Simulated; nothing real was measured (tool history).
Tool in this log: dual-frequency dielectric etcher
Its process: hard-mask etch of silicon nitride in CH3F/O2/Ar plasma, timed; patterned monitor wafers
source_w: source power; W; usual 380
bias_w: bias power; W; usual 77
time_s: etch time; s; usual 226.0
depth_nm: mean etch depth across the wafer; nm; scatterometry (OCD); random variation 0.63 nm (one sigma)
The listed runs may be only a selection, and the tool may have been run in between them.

run   hour  source_w  bias_w  time_s  read-back reference wafer on the same gauge, depth_nm  depth_nm
  1    0.0       380      77   226.0                                                  124.0     151.9
  2   24.7       380      77   226.0                                                  123.9     151.5
  3   52.3       380      77   226.0                                                  124.1     151.4
  4   78.5       380      73   194.5                                                  123.9     130.6
  5   93.0       380      73   194.5                                                  123.9     130.1
  6  107.0       380      77   226.0                                                  123.9     153.6
  7  129.1       380      77   226.0                                                  124.0     152.5
     151.5  -- source power generator calibrated
     163.2  -- wet clean of the chamber
  8  163.7       380      77   226.0                                                  124.0     152.6
  9  165.2       380      77   226.0                                                  124.1     153.2
 10  184.1       380      77   226.0                                                  124.0     153.0
 11  197.2       380      77   226.0                                                  124.0     151.7
 12  214.5       380      77   226.0                                                  124.0     152.8
 13  232.2       380      92   253.0                                                  124.0     179.0
     284.1  -- upper electrode replaced
 14  284.6       310      94   167.5                                                  124.0     109.3
 15  289.0       350      77   283.5                                                  124.0     185.9
     314.5  -- bias power generator calibrated
 16  315.0       310      62   249.0                                                  124.1     146.3
 17  344.0       440      96   273.5                                                  123.9     208.5
     371.3  -- gauge calibrated
 18  401.8       380      77   265.5                                                  124.0     179.3
 19  414.5       410      67   271.0                                                  124.1     182.3
 20  426.8       460      84   246.5                                                  123.9     183.9
 21  449.9       380      77   226.0                                                  124.0     153.9
 22  465.0       380      77   226.0                                                  124.0     153.2

Branching from run 22: 5 alternative next runs. What would each branch give?
  A  465.5       380      77   226.0                                                      ?         ?
  B  465.5       380      77   194.0                                                      ?         ?
  C  465.5       380      77   171.5                                                      ?         ?
  D  465.5       380      77   179.5                                                      ?         ?
  E  465.5       460      86   276.0                                                      ?         ?

run  read-back reference wafer on the same gauge, depth_nm  depth_nm
  A                                                  124.0     152.4
  B                                                  124.0     130.8
  C                                                  124.0     115.7
  D                                                  124.0     121.1
  E                                                  124.0     206.7
What these runs would have given with no unlogged condition in the tool:
run  depth_nm
  A     152.4
  B     130.8
  C     115.7
  D     121.1
  E     206.7

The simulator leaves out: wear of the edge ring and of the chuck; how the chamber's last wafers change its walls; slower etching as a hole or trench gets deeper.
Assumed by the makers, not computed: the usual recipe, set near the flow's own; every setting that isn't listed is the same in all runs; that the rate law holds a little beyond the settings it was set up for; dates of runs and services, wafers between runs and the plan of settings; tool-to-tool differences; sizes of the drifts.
